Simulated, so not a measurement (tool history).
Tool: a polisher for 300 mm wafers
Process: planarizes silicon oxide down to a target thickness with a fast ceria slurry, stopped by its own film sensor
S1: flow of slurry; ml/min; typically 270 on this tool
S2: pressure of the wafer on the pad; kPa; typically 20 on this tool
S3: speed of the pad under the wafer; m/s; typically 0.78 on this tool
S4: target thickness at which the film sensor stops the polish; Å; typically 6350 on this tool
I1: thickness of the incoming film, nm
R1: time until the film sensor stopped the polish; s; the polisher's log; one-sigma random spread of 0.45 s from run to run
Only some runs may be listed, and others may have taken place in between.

Run 1, day 0: usual settings but S4 7360 Å; I1 1211.9. Result: R1 35.3 s.
Run 2, day 0.7: usual settings but S2 23.4 kPa, S3 0.7 m/s; I1 1223.1. Result: R1 40.9 s.
Run 3, day 1.488: usual settings but S2 23.4 kPa, S3 0.7 m/s; I1 1206.7. Result: R1 39.1 s.
Run 4, day 4.692: usual settings but S2 23.4 kPa, S3 0.7 m/s; I1 1211.6. Result: R1 40.2 s.
Run 5, day 5.367: usual settings but S4 7010 Å; I1 1225.4. Result: R1 39.4 s.
Run 6, day 6.654: usual settings but S4 7010 Å; I1 1247.9. Result: R1 40.9 s.
Run 7, day 7.296: usual settings but S4 7010 Å; I1 1233.4. Result: R1 39.4 s.
Run 8, day 7.925: usual settings; I1 1237.8. Result: R1 44.8 s.
At day 8.654: worn pad replaced by a new one.
Run 9, day 8.975: usual settings; I1 1205.1. Result: R1 43.1 s.
At day 9.183: slurry nozzle cleaned.
Run 10, day 9.738: usual settings; I1 1213.8. Result: R1 43.2 s.
Run 11, day 10.646: usual settings but S3 0.9 m/s; I1 1208.2. Result: R1 39 s.
Run 12, day 12.1: usual settings but S3 0.68 m/s, S4 7960 Å; I1 1233.5. Result: R1 37.4 s.
Run 13, day 12.604: usual settings but S4 7680 Å; I1 1213.8. Result: R1 33.4 s.
At day 12.842: head pressure recalibrated.
Run 14, day 13.304: usual settings but S1 230 ml/min, S2 22.8 kPa, S4 5520 Å; I1 1224.9. Result: R1 48.6 s.
Run 15, day 14.621: usual settings; I1 1205.8. Result: R1 44.8 s.
Run 16, day 15.229: usual settings; I1 1212.6. Result: R1 45.9 s.
At day 17.842: worn pad replaced by a new one.
Run 17, day 17.958: usual settings but S2 24.1 kPa; I1 1230.8. Result: R1 40.1 s.
Run 18, day 18.475: usual settings; I1 1213. Result: R1 47.4 s.
Run 19, day 19.421: usual settings but S2 15.2 kPa; I1 1222.1. Result: R1 63.1 s.
Run 20, day 20.025: usual settings but S1 335 ml/min, S4 4690 Å; I1 1209. Result: R1 59.1 s.
Run 21, day 20.762: usual settings but S2 16.5 kPa; I1 1201.6. Result: R1 55.5 s.
Run 22, day 22.154: usual settings but S2 17.2 kPa, S3 0.54 m/s, S4 4350 Å; I1 1208.4. Result: R1 99.2 s.
Run 23, day 22.771: usual settings but S2 15.2 kPa, S3 0.88 m/s; I1 1238.4. Result: R1 57.6 s.
At day 23.175: head pressure recalibrated, repeated, since the last time left the tool worse.
Run 24, day 23.588: usual settings; I1 1229.1. Result: R1 40.6 s.
Run 25, day 24.167: usual settings but S1 330 ml/min, S2 23.4 kPa, S3 0.88 m/s, S4 7990 Å; I1 1208.7. Result: R1 21.4 s.
Run 26, day 25.188: usual settings but S2 26.2 kPa; I1 1219.5. Result: R1 31.1 s.
Run 27, day 26.288: usual settings but S2 22.1 kPa, S4 7470 Å; I1 1210.9. Result: R1 28.8 s.
Run 28, day 26.821: usual settings but S4 7010 Å; I1 1192.8. Result: R1 34.8 s.
Run 29, day 27.629: usual settings but S1 325 ml/min, S2 22.1 kPa, S3 0.56 m/s, S4 7940 Å; I1 1218.5. Result: R1 35 s.
At day 28.417: worn pad replaced by a new one.
Run 30, day 28.738: usual settings but S2 13.1 kPa, S3 1 m/s; I1 1206.5. Result: R1 48.5 s.
Run 31, day 32.058: usual settings but S1 240 ml/min; I1 1224.1. Result: R1 41.5 s.
Run 32, day 33.104: usual settings but S2 15.9 kPa, S3 0.56 m/s, S4 6940 Å; I1 1215.2. Result: R1 60.5 s.
Run 33, day 34.571: usual settings; I1 1218.3. Result: R1 40.7 s.
Run 34, day 35.946: usual settings but S1 225 ml/min, S3 0.9 m/s; I1 1220.3. Result: R1 36.5 s.
Run 35, day 36.738: usual settings but S1 295 ml/min, S2 13.8 kPa, S3 0.92 m/s, S4 7310 Å; I1 1218.1. Result: R1 42.9 s.
Run 36, day 37.833: usual settings but S1 335 ml/min, S2 15.9 kPa, S3 1.04 m/s, S4 7440 Å; I1 1206.1. Result: R1 31.8 s.

Each row is a separate what-if for the run after 36, all from the same tool condition, not one after another. Results?
Run A, day 37.85: usual settings but S1 220 ml/min; I1 1219.2. Result: R1 ?.
Run B, day 37.85: usual settings but S3 0.6 m/s, S4 8280 Å; I1 1219.2. Result: R1 ?.
Run C, day 37.85: usual settings but S1 210 ml/min; I1 1219.2. Result: R1 ?.
Run D, day 37.85: usual settings but S1 215 ml/min, S2 17.9 kPa, S4 4730 Å; I1 1219.2. Result: R1 ?.
Run E, day 37.85: usual settings but S1 225 ml/min, S2 16.5 kPa; I1 1219.2. Result: R1 ?.

run    R1
  A  42.2
  B  34.5
  C  42.4
  D  60.3
  E  50.9
With the hidden condition removed and each run's random variation left untouched, the same runs would have given:
run    R1
  A  41.1
  B  33.6
  C  41.3
  D  58.7
  E  49.5
